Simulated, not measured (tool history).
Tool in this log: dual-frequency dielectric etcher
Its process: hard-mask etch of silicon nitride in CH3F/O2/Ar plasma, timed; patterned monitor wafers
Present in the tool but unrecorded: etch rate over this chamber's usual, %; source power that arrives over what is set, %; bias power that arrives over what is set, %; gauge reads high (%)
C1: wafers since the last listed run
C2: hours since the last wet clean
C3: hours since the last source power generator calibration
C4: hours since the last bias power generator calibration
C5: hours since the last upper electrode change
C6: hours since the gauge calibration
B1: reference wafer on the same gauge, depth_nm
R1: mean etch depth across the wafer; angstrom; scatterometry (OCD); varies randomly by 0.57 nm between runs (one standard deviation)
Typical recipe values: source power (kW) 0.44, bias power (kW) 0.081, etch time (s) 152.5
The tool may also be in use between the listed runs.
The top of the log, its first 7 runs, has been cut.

run 8 hour=364.4 | source_power_(kW)=0.44 bias_power_(kW)=0.09 etch_time_(s)=152.5 | C1=230 C2=151.2 C3=3442.3 C4=2562.4 C5=188.2 C6=605 | B1=120 | R1=1171
run 9 hour=427.8 | source_power_(kW)=0.49 bias_power_(kW)=0.089 etch_time_(s)=141 | C1=293 C2=214.6 C3=3505.7 C4=2625.8 C5=251.6 C6=668.4 | B1=120.1 | R1=1125
run 10 hour=452.9 | source_power_(kW)=0.53 bias_power_(kW)=0.073 etch_time_(s)=152.5 | C1=116 C2=239.7 C3=3530.8 C4=2650.9 C5=276.7 C6=693.5 | B1=119.9 | R1=1202
run 11 hour=507.3 | source_power_(kW)=0.44 bias_power_(kW)=0.081 etch_time_(s)=152.5 | C1=252 C2=294.1 C3=3585.2 C4=2705.3 C5=331.1 C6=747.9 | B1=120.1 | R1=1154
run 12 hour=541.6 | source_power_(kW)=0.44 bias_power_(kW)=0.081 etch_time_(s)=152.5 | C1=158 C2=328.4 C3=3619.5 C4=2739.6 C5=365.4 C6=782.2 | B1=120.1 | R1=1143
run 13 hour=587.2 | source_power_(kW)=0.4 bias_power_(kW)=0.081 etch_time_(s)=197 | C1=211 C2=374 C3=3665.1 C4=2785.2 C5=411 C6=827.8 | B1=119.9 | R1=1433
run 14 hour=652.7 | source_power_(kW)=0.38 bias_power_(kW)=0.081 etch_time_(s)=192 | C1=303 C2=439.5 C3=3730.6 C4=2850.7 C5=476.5 C6=893.3 | B1=120 | R1=1375
run 15 hour=686.4 | source_power_(kW)=0.4 bias_power_(kW)=0.081 etch_time_(s)=195 | C1=156 C2=473.2 C3=3764.3 C4=2884.4 C5=510.2 C6=927 | B1=120 | R1=1440
run 16 hour=757.5 | source_power_(kW)=0.44 bias_power_(kW)=0.081 etch_time_(s)=139 | C1=329 C2=544.3 C3=3835.4 C4=2955.5 C5=581.3 C6=998.1 | B1=120 | R1=1064
-- hour=789.6 source power generator calibrated
run 17 hour=790.1 | source_power_(kW)=0.55 bias_power_(kW)=0.088 etch_time_(s)=164.5 | C1=132 C2=576.9 C3=0.5 C4=2988.1 C5=613.9 C6=1030.7 | B1=119.9 | R1=1398
-- hour=817.8 bias power generator calibrated
run 18 hour=835.9 | source_power_(kW)=0.49 bias_power_(kW)=0.081 etch_time_(s)=164.5 | C1=193 C2=622.7 C3=46.3 C4=18.1 C5=659.7 C6=1076.5 | B1=120.1 | R1=1317

What does the tool deliver on the next run?
-- hour=876.3 wet clean of the chamber
run 19 hour=900.8 | source_power_(kW)=0.33 bias_power_(kW)=0.081 etch_time_(s)=189 | C1=189 C2=24.5 C3=111.2 C4=83 C5=724.6 C6=1141.4 | B1=? | R1=?

B1: 120.1
R1: 1277 angstrom
Without the tool's hidden state the same run would have given R1 1273 angstrom.
